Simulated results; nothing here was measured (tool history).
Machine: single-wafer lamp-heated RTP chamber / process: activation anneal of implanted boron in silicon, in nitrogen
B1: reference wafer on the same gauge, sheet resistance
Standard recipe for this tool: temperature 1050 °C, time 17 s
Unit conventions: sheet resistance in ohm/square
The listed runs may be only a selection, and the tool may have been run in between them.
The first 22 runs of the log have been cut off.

Run 23, day 40.325: usual settings but temperature 1021 °C, time 13 s; B1 102.86. Result: sheet resistance 134.95 ohm/square.
At day 41.875: pyrometer window cleaned and pyrometer calibrated.
Run 24, day 42.400: usual settings; B1 103.13. Result: sheet resistance 109.55 ohm/square.
Run 25, day 49.129: usual settings but temperature 1041 °C; B1 103.07. Result: sheet resistance 116.95 ohm/square.
Run 26, day 50.512: usual settings but temperature 1078 °C, time 9 s; B1 103.18. Result: sheet resistance 105.13 ohm/square.
Run 27, day 53.100: usual settings but temperature 1034 °C, time 12 s; B1 102.99. Result: sheet resistance 127.28 ohm/square.
Run 28, day 56.012: usual settings but time 27 s; B1 102.93. Result: sheet resistance 103.24 ohm/square.
Run 29, day 58.750: usual settings but time 23 s; B1 102.95. Result: sheet resistance 105.70 ohm/square.
Run 30, day 60.354: usual settings but temperature 1074 °C, time 9 s; B1 103.02. Result: sheet resistance 106.12 ohm/square.
Run 31, day 62.358: usual settings; B1 103.10. Result: sheet resistance 110.47 ohm/square.
Run 32, day 64.096: usual settings but temperature 1075 °C; B1 102.85. Result: sheet resistance 97.30 ohm/square.
At day 66.883: pyrometer window cleaned and pyrometer calibrated.
Run 33, day 66.975: usual settings but temperature 1024 °C, time 8 s; B1 102.97. Result: sheet resistance 136.55 ohm/square.
Run 34, day 69.388: usual settings but temperature 1024 °C, time 11 s; B1 103.08. Result: sheet resistance 133.47 ohm/square.
At day 70.562: reflector plate cleaned.
Run 35, day 75.479: usual settings; B1 103.09. Result: sheet resistance 111.08 ohm/square.
Run 36, day 77.121: usual settings but temperature 1032 °C, time 9 s; B1 102.80. Result: sheet resistance 130.37 ohm/square.
Run 37, day 78.654: usual settings but temperature 1026 °C, time 14 s; B1 103.01. Result: sheet resistance 129.43 ohm/square.

Branching from run 37: 4 alternative next runs. What would each branch give?
Run A, day 78.671: usual settings; B1 ?. Result: sheet resistance ?.
Run B, day 78.671: usual settings but temperature 1033 °C, time 21 s; B1 ?. Result: sheet resistance ?.
Run C, day 78.671: usual settings but temperature 1028 °C, time 26 s; B1 ?. Result: sheet resistance ?.
Run D, day 78.671: usual settings but temperature 1029 °C; B1 ?. Result: sheet resistance ?.

run      B1  sheet resistance
  A  102.87            111.58
  B  102.87            119.04
  C  102.87            119.15
  D  102.87            125.02
With no hidden state in the tool, these same runs would have given:
run  sheet resistance
  A            111.58
  B            119.04
  C            119.15
  D            125.02

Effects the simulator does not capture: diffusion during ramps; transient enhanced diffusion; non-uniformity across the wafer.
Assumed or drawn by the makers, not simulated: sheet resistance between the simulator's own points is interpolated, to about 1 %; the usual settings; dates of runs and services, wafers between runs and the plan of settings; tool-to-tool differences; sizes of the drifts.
